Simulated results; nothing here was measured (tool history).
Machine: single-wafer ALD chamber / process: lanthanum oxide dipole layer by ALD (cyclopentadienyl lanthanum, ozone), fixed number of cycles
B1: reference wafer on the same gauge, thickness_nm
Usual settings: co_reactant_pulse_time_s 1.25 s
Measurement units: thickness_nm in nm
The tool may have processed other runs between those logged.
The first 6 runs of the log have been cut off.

run 7 hour=263.8 | co_reactant_pulse_time_s=1.25 | B1=0.597 | thickness_nm=0.495
run 8 hour=322.9 | co_reactant_pulse_time_s=0.99 | B1=0.596 | thickness_nm=0.46
run 9 hour=369 | co_reactant_pulse_time_s=0.99 | B1=0.598 | thickness_nm=0.455
run 10 hour=428 | co_reactant_pulse_time_s=1.62 | B1=0.596 | thickness_nm=0.513
run 11 hour=470.8 | co_reactant_pulse_time_s=1.62 | B1=0.597 | thickness_nm=0.511
run 12 hour=505.6 | co_reactant_pulse_time_s=1.62 | B1=0.597 | thickness_nm=0.512
run 13 hour=548 | co_reactant_pulse_time_s=1.25 | B1=0.597 | thickness_nm=0.482
run 14 hour=610.8 | co_reactant_pulse_time_s=1.25 | B1=0.596 | thickness_nm=0.487
run 15 hour=647.1 | co_reactant_pulse_time_s=1.25 | B1=0.598 | thickness_nm=0.478
run 16 hour=694 | co_reactant_pulse_time_s=0.95 | B1=0.596 | thickness_nm=0.439
run 17 hour=758.8 | co_reactant_pulse_time_s=1.25 | B1=0.597 | thickness_nm=0.472
run 18 hour=822.4 | co_reactant_pulse_time_s=0.91 | B1=0.597 | thickness_nm=0.424
-- hour=849.6 gauge calibrated
run 19 hour=889.6 | co_reactant_pulse_time_s=1.25 | B1=0.597 | thickness_nm=0.474
run 20 hour=950.9 | co_reactant_pulse_time_s=1.62 | B1=0.596 | thickness_nm=0.495
-- hour=970 thermocouple changed; heater temperature recalibrated
run 21 hour=996.8 | co_reactant_pulse_time_s=0.77 | B1=0.598 | thickness_nm=0.391
run 22 hour=1068.1 | co_reactant_pulse_time_s=0.86 | B1=0.596 | thickness_nm=0.407
run 23 hour=1109 | co_reactant_pulse_time_s=1.25 | B1=0.598 | thickness_nm=0.46
-- hour=1142.2 showerhead replaced, of another model than before
-- hour=1167.8 ozone generator serviced
run 24 hour=1172.9 | co_reactant_pulse_time_s=0.81 | B1=0.595 | thickness_nm=0.48
run 25 hour=1226.3 | co_reactant_pulse_time_s=1.39 | B1=0.597 | thickness_nm=0.505
run 26 hour=1272.4 | co_reactant_pulse_time_s=1.75 | B1=0.597 | thickness_nm=0.517

What will run 27 give?
run 27 hour=1308.2 | co_reactant_pulse_time_s=1.68 | B1=? | thickness_nm=?

{"run 27": {"B1": 0.598, "thickness_nm": 0.509}}
Without the tool's hidden state the same run would have given thickness_nm 0.513 nm.
